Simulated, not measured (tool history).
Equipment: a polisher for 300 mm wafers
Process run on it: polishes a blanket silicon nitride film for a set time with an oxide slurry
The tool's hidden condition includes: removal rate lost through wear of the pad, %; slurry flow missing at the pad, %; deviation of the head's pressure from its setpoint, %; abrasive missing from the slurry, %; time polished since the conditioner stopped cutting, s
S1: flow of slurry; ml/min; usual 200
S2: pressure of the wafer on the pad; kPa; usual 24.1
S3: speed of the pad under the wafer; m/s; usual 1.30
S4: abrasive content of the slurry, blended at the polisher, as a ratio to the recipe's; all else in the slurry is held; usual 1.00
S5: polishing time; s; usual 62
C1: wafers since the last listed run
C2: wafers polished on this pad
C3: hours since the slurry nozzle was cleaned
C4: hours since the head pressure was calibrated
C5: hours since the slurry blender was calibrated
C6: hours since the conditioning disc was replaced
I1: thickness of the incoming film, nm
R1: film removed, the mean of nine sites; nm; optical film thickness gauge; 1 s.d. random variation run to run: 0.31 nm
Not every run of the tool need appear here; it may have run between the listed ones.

run	hour	S1	S2	S3	S4	S5	C1	C2	C3	C4	C5	C6	I1	R1
1	0.0	200	24.1	1.30	1.00	62	0	475	355.8	648.5	84.5	486.2	282.9	43.8
# hour 0.8: conditioning disc replaced and pad reconditioned
2	34.7	200	24.1	1.30	1.00	62	362	838	390.5	683.2	119.2	33.9	280.6	43.6
3	65.3	200	24.1	1.30	1.00	62	327	1165	421.1	713.8	149.8	64.5	281.5	43.9
4	123.8	200	24.1	1.30	1.00	62	625	1791	479.6	772.3	208.3	123.0	280.5	43.8
# hour 144.8: worn pad replaced by a new one
5	148.0	200	24.1	1.30	1.00	62	215	34	503.8	796.5	232.5	147.2	278.8	43.9
6	177.8	200	24.1	1.30	1.00	62	318	353	533.6	826.3	262.3	177.0	279.5	43.4
# hour 185.7: slurry blender recalibrated
7	229.2	200	24.1	1.10	1.00	74	528	881	585.0	877.7	43.5	228.4	284.8	45.5
8	260.1	200	24.1	1.10	1.00	74	330	1211	615.9	908.6	74.4	259.3	278.9	45.3
# hour 313.9: worn pad replaced by a new one
# hour 328.8: slurry nozzle cleaned
# hour 374.9: head pressure recalibrated
9	447.8	200	24.1	1.10	1.00	74	1932	1399	119.0	72.9	262.1	447.0	280.0	41.8
# hour 456.8: conditioning disc replaced and pad reconditioned
# hour 466.7: slurry blender recalibrated
# hour 468.3: worn pad replaced by a new one
# hour 495.7: slurry nozzle cleaned, repeated, since the last time left the tool worse
10	496.2	200	24.1	1.30	1.00	62	446	287	0.5	121.3	29.5	39.4	281.9	45.0
11	540.3	200	30.3	1.70	0.75	48	471	759	44.6	165.4	73.6	83.5	277.2	48.7
12	564.8	200	24.1	1.30	1.00	62	261	1021	69.1	189.9	98.1	108.0	283.8	44.7
13	631.7	200	24.1	1.30	1.00	62	715	1736	136.0	256.8	165.0	174.9	279.9	43.7
# hour 644.9: worn pad replaced by a new one
14	683.9	200	31.0	1.30	1.00	40	515	416	188.2	309.0	217.2	227.1	278.0	36.5
15	710.8	200	24.1	1.30	1.15	62	287	704	215.1	335.9	244.1	254.0	274.5	46.3
16	735.8	200	24.1	1.02	1.00	43	267	971	240.1	360.9	269.1	279.0	280.3	25.2
# hour 793.2: slurry blender recalibrated
# hour 797.6: worn pad replaced by a new one
17	801.0	200	24.1	1.30	1.00	50	632	36	305.3	426.1	7.8	344.2	281.4	35.3
18	829.6	140	22.1	1.30	1.00	42	305	342	333.9	454.7	36.4	372.8	275.8	25.5

Consider 3 possible next runs. They are alternatives, not a sequence: every one starts from the tool as it was left by run 18. What does each give?
A	830.0	145	24.1	1.30	1.00	62	4	346	334.3	455.1	36.8	373.2	283.4	?
B	830.0	200	24.1	1.30	1.10	82	4	346	334.3	455.1	36.8	373.2	283.4	?
C	830.0	200	19.3	1.30	1.25	62	4	346	334.3	455.1	36.8	373.2	283.4	?

run	R1
A	41.9
B	60.2
C	38.0
Without the tool's hidden state the same runs would have given:
run	R1
A	43.2
B	61.6
C	38.9

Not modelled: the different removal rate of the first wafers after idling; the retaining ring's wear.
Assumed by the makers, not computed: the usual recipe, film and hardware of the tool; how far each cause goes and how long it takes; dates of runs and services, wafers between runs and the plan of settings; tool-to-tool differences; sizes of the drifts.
